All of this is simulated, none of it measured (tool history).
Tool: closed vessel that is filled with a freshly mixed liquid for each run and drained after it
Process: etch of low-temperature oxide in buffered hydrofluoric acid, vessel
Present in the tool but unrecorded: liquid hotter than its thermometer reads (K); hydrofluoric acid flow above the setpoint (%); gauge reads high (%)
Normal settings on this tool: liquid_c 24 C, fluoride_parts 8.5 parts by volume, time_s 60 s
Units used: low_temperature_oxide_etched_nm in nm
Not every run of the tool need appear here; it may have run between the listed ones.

run	hour	liquid_c	fluoride_parts	time_s	wafers since the last listed run	hours since the thermometer was replaced	hours since the hydrofluoric acid flow meter was replaced	hours since the gauge calibration	read-back film thickness of the low-temperature oxide reference wafer, read on the same gauge (nm)	low_temperature_oxide_etched_nm
1	0	24	7.5	60	0	476	1006.2	907	90.01	389.29
# hour 51.8: thermometer replaced
2	63.8	22	8.5	60	7513	12	1070	970.8	89.98	303.54
3	104.9	22	8.5	60	4917	53.1	1111.1	1011.9	90.01	308.23
# hour 154.3: hydrofluoric acid flow meter replaced
4	154.7	24	6.5	75	5838	102.9	0.4	1061.7	90.01	543.4
5	181.2	24	6.5	75	3170	129.4	26.9	1088.2	89.99	541.16
6	231.4	24	11	60	6006	179.6	77.1	1138.4	90.01	261.93
# hour 239: gauge calibrated
7	284.2	24	11	60	6317	232.4	129.9	45.2	89.95	267.93
8	351.1	24	8.5	60	8004	299.3	196.8	112.1	90.02	329.94
9	395.5	24	8.5	60	5312	343.7	241.2	156.5	90.02	334.4
10	429.6	27	8.5	60	4079	377.8	275.3	190.6	90.01	392.61
11	486	27	8.5	60	6748	434.2	331.7	247	90.01	393.37
12	556.1	24	8.5	60	8387	504.3	401.8	317.1	90.02	334.15
13	638.1	24	8.5	60	9811	586.3	483.8	399.1	90.01	334.2
# hour 640.7: thermometer replaced
14	681.4	27.5	5	95	5061	40.7	527.1	442.4	89.99	1062.59
15	722.1	24	10	50	4869	81.4	567.8	483.1	89.99	244.04
16	772.2	26	8.5	60	5994	131.5	617.9	533.2	90	371.49
17	818.3	19.5	10	30	5515	177.6	664	579.3	89.99	113.35
18	941.4	22.5	8.5	60	14728	300.7	787.1	702.4	89.97	309.65
19	986.8	24	8.5	45	5431	346.1	832.5	747.8	89.99	256.85
20	1029.1	24	10	85	5061	388.4	874.8	790.1	89.98	420.05
21	1079.8	19.5	11	95	6066	439.1	925.5	840.8	89.99	332.77
22	1123.3	28	12	30	5204	482.6	969	884.3	90.02	153.68
23	1187.8	24	6	50	7717	547.1	1033.5	948.8	90	398.35
# hour 1217: thermometer replaced
24	1246.6	21	8.5	60	6915	29.6	1092.3	1007.6	90.02	290.55
25	1291.2	24	8.5	60	5336	74.2	1136.9	1052.2	90.01	347.61
26	1316.8	24	5	60	3062	99.8	1162.5	1077.8	90.02	559.24
# hour 1343.4: gauge calibrated
27	1349.8	24	5.5	60	3948	132.8	1195.5	6.4	90.02	517.21
# hour 1399: hydrofluoric acid flow meter replaced
28	1409.6	24	11	30	7035	192.6	10.6	66.2	90.02	130.63
29	1473.1	21.5	10.5	75	7597	256.1	74.1	129.7	90	299.04
30	1514.9	24	8.5	60	5001	297.9	115.9	171.5	90	331.56
31	1572.6	24	8.5	60	6903	355.6	173.6	229.2	90.01	333.93
32	1626.9	22.5	8.5	50	6496	409.9	227.9	283.5	89.98	255.97
33	1682.9	26	11	95	6700	465.9	283.9	339.5	90	468.36

Below are 3 alternative next runs, each starting from the tool's condition after run 33. Predict each:
A	1683.6	24	8.5	60	83	466.6	284.6	340.2	?	?
B	1683.6	24	7	70	83	466.6	284.6	340.2	?	?
C	1683.6	25.5	7	35	83	466.6	284.6	340.2	?	?

run	read-back film thickness of the low-temperature oxide reference wafer, read on the same gauge (nm)	low_temperature_oxide_etched_nm
A	89.99	330.31
B	89.99	474.42
C	89.99	257.29
Stripped of hidden state, with their random variation kept, the same runs would have yielded:
run	low_temperature_oxide_etched_nm
A	326.94
B	470.53
C	255.18

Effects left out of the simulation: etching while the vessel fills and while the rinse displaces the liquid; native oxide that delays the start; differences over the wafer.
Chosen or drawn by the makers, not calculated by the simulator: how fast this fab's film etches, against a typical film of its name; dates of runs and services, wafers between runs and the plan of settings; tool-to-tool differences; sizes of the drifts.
